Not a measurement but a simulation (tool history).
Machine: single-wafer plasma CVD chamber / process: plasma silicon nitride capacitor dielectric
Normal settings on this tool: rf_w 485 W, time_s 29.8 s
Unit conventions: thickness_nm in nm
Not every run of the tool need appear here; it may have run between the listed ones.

run	hour	rf_w	time_s	read-back reference wafer on the same gauge, thickness_nm	thickness_nm
1	0	485	29.8	38.4	41.445
2	57.7	485	29.8	38.405	41.526
3	96.5	485	29.8	38.383	41.545
4	138.2	485	29.8	38.406	41.35
5	206.6	435	29.8	38.407	40.285
# hour 286.3: RF generator calibrated
# hour 323.4: gauge calibrated
6	455.1	435	29.8	38.411	41.173
7	509.4	485	29.8	38.403	42.129
8	558.9	485	29.8	38.413	42.088
9	605	560	29.8	38.403	43.431
10	708.9	485	29.8	38.399	42.059
11	762.2	485	29.8	38.387	41.962
12	820	540	33.3	38.407	48.09
13	915.8	540	33.3	38.376	48.099
14	1006.6	540	33.3	38.425	47.81
15	1091.2	485	29.8	38.394	41.841
16	1198.5	485	29.8	38.385	41.772
17	1283.3	485	29.8	38.392	41.972
18	1328.8	485	29.8	38.391	41.911
19	1444.3	485	29.8	38.405	41.844
20	1531.1	485	29.8	38.414	41.681
21	1786.5	485	29.8	38.395	41.444
22	1895.9	555	27.6	38.42	39.586
23	1985.4	485	29.8	38.398	41.552
24	2029.8	510	24.2	38.399	34.001
# hour 2062.3: RF generator calibrated
25	2129	405	27.2	38.398	36.866
26	2209	400	27.2	38.386	36.792
27	2260.5	440	33	38.409	45.667
28	2308	510	24.2	38.405	34.625
29	2373.8	485	29.8	38.408	41.953
30	2452.9	395	29.8	38.396	40.266
31	2521.1	485	29.8	38.41	42.011
# hour 2575.3: gauge calibrated
32	2628.6	485	34.2	38.414	48.209
33	2667.1	550	29.8	38.418	43.206
# hour 2694.6: showerhead replaced
34	2738.5	415	31.6	38.395	43.061
35	2807.9	485	29.8	38.393	42.063
36	2967.6	565	24.6	38.404	35.842
37	3009	485	29.8	38.402	41.871
38	3089.6	485	29.8	38.407	41.809
39	3131.4	455	34.9	38.394	48.267
40	3403	575	33.5	38.41	48.811

Each row is a separate what-if for the run after 40, all from the same tool condition, not one after another. Results?
A	3403.4	450	29.8	?	?
B	3403.4	545	27.6	?	?
C	3403.4	390	35.5	?	?
D	3403.4	515	28.1	?	?

run	read-back reference wafer on the same gauge, thickness_nm	thickness_nm
A	38.397	41.198
B	38.397	39.843
C	38.397	47.584
D	38.397	40.041
Had the tool no hidden state, the same runs would have come out as:
run	thickness_nm
A	41.629
B	40.26
C	48.082
D	40.46

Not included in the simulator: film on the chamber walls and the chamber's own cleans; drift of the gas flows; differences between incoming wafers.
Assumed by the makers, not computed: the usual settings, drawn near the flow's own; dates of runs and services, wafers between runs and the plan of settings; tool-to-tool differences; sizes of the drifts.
